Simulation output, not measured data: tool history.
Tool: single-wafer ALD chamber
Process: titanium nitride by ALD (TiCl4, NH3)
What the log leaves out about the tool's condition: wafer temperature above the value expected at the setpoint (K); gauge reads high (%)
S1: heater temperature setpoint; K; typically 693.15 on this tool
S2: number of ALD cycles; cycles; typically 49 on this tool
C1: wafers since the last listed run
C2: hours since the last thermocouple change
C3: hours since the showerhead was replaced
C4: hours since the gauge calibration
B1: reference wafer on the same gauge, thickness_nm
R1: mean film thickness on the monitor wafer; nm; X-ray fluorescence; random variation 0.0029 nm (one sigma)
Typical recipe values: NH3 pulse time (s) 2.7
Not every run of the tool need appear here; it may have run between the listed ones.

{"run": 1, "hour": 0.0, "S1": 693.15, "S2": 44, "NH3 pulse time (s)": 2.7, "C1": 0, "C2": 1457.3, "C3": 4535, "C4": 65.9, "B1": 1.039, "R1": 1.045}
{"run": 2, "hour": 16.6, "S1": 693.15, "S2": 49, "NH3 pulse time (s)": 2.7, "C1": 69, "C2": 1473.9, "C3": 4551.6, "C4": 82.5, "B1": 1.041, "R1": 1.163}
{"run": 3, "hour": 34.4, "S1": 693.15, "S2": 49, "NH3 pulse time (s)": 2.7, "C1": 74, "C2": 1491.7, "C3": 4569.4, "C4": 100.3, "B1": 1.04, "R1": 1.16}
{"run": 4, "hour": 53.7, "S1": 693.15, "S2": 49, "NH3 pulse time (s)": 2.7, "C1": 80, "C2": 1511, "C3": 4588.7, "C4": 119.6, "B1": 1.04, "R1": 1.16}
{"run": 5, "hour": 65.6, "S1": 693.15, "S2": 49, "NH3 pulse time (s)": 2.7, "C1": 49, "C2": 1522.9, "C3": 4600.6, "C4": 131.5, "B1": 1.04, "R1": 1.171}
{"run": 6, "hour": 77.5, "S1": 693.15, "S2": 49, "NH3 pulse time (s)": 2.7, "C1": 49, "C2": 1534.8, "C3": 4612.5, "C4": 143.4, "B1": 1.04, "R1": 1.163}
{"run": 7, "hour": 93.1, "S1": 693.15, "S2": 49, "NH3 pulse time (s)": 2.7, "C1": 64, "C2": 1550.4, "C3": 4628.1, "C4": 159, "B1": 1.04, "R1": 1.16}
{"run": 8, "hour": 100.6, "S1": 693.15, "S2": 49, "NH3 pulse time (s)": 2.47, "C1": 31, "C2": 1557.9, "C3": 4635.6, "C4": 166.5, "B1": 1.04, "R1": 1.16}
{"hour": 101.0, "done": "gauge calibrated"}
{"run": 9, "hour": 117.1, "S1": 693.15, "S2": 49, "NH3 pulse time (s)": 3.14, "C1": 68, "C2": 1574.4, "C3": 4652.1, "C4": 16.1, "B1": 1.041, "R1": 1.168}
{"run": 10, "hour": 129.6, "S1": 693.15, "S2": 42, "NH3 pulse time (s)": 3.48, "C1": 52, "C2": 1586.9, "C3": 4664.6, "C4": 28.6, "B1": 1.04, "R1": 1.006}
{"run": 11, "hour": 137.0, "S1": 693.15, "S2": 49, "NH3 pulse time (s)": 2.7, "C1": 30, "C2": 1594.3, "C3": 4672, "C4": 36, "B1": 1.04, "R1": 1.166}

The next listed run, before its measurement:
{"hour": 149.4, "done": "thermocouple changed; heater temperature recalibrated"}
{"hour": 154.0, "done": "showerhead replaced"}
{"run": 12, "hour": 154.5, "S1": 706.15, "S2": 49, "NH3 pulse time (s)": 2.7, "C1": 20, "C2": 5.1, "C3": 0.5, "C4": 53.5, "B1": "?", "R1": "?"}

Run 12 produced B1 1.04, R1 1.172 nm.
On a tool with no hidden condition, and with the same random variation, this run would have come out at R1 1.172 nm.
